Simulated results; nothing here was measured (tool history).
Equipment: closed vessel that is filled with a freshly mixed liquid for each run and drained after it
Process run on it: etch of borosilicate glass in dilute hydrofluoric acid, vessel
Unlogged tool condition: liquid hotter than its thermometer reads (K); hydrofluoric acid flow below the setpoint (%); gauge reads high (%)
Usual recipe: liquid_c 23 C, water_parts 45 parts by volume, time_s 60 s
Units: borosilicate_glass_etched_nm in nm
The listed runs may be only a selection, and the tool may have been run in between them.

| run | hour | liquid_c | water_parts | time_s | wafers since the last listed run | hours since the thermometer was replaced | hours since the hydrofluoric acid flow meter was replaced | hours since the gauge calibration | read-back film thickness of the borosilicate glass reference wafer, read on the same gauge (nm) | borosilicate_glass_etched_nm |
|---|---|---|---|---|---|---|---|---|---|---|
| 1 | 0 | 23 | 45 | 60 | 0 | 1339.5 | 1413.8 | 78.9 | 140 | 74.57 |
| 2 | 9.1 | 23 | 45 | 60 | 769 | 1348.6 | 1422.9 | 88 | 139.98 | 74.43 |
|  | 11.5 | gauge calibrated |
| 3 | 22.8 | 23 | 45 | 60 | 1157 | 1362.3 | 1436.6 | 11.3 | 139.99 | 74.31 |
| 4 | 34.5 | 23 | 45 | 60 | 988 | 1374 | 1448.3 | 23 | 140.01 | 74.58 |
| 5 | 43.1 | 23 | 45 | 60 | 726 | 1382.6 | 1456.9 | 31.6 | 139.96 | 74.81 |
| 6 | 56.5 | 23 | 45 | 60 | 1132 | 1396 | 1470.3 | 45 | 139.98 | 75.1 |
|  | 67.3 | thermometer replaced |
|  | 70.9 | hydrofluoric acid flow meter replaced |
| 7 | 74.1 | 23 | 45 | 60 | 1318 | 6.8 | 3.2 | 62.6 | 139.98 | 66.77 |
| 8 | 80.1 | 20.5 | 30 | 90 | 507 | 12.8 | 9.2 | 68.6 | 139.97 | 138.45 |
| 9 | 86.9 | 23 | 45 | 60 | 574 | 19.6 | 16 | 75.4 | 139.99 | 67.26 |
| 10 | 99 | 27.5 | 45 | 60 | 1022 | 31.7 | 28.1 | 87.5 | 140 | 80.41 |
| 11 | 110 | 27 | 35 | 80 | 929 | 42.7 | 39.1 | 98.5 | 140 | 137.95 |
|  | 116.2 | gauge calibrated |
| 12 | 126.8 | 23 | 45 | 60 | 1419 | 59.5 | 55.9 | 10.6 | 140.01 | 67.22 |
| 13 | 142.3 | 21 | 50 | 85 | 1309 | 75 | 71.4 | 26.1 | 140.02 | 78.36 |
| 14 | 157 | 18 | 65 | 75 | 1242 | 89.7 | 86.1 | 40.8 | 140 | 46.08 |
| 15 | 163.2 | 20.5 | 35 | 85 | 523 | 95.9 | 92.3 | 47 | 139.99 | 112.11 |

Exercise: give the hidden state of the tool at every run:
hydrofluoric acid flow below the setpoint (%): 0 at every run
gauge reads high (%): 0 at every run
H1: liquid hotter than its thermometer reads (K)
| run | H1 |
|---|---|
| 1 | 2.63 |
| 2 | 2.64 |
| 3 | 2.67 |
| 4 | 2.69 |
| 5 | 2.71 |
| 6 | 2.73 |
| 7 | 0.0342 |
| 8 | 0.0458 |
| 9 | 0.0589 |
| 10 | 0.0824 |
| 11 | 0.104 |
| 12 | 0.136 |
| 13 | 0.166 |
| 14 | 0.195 |
| 15 | 0.207 |

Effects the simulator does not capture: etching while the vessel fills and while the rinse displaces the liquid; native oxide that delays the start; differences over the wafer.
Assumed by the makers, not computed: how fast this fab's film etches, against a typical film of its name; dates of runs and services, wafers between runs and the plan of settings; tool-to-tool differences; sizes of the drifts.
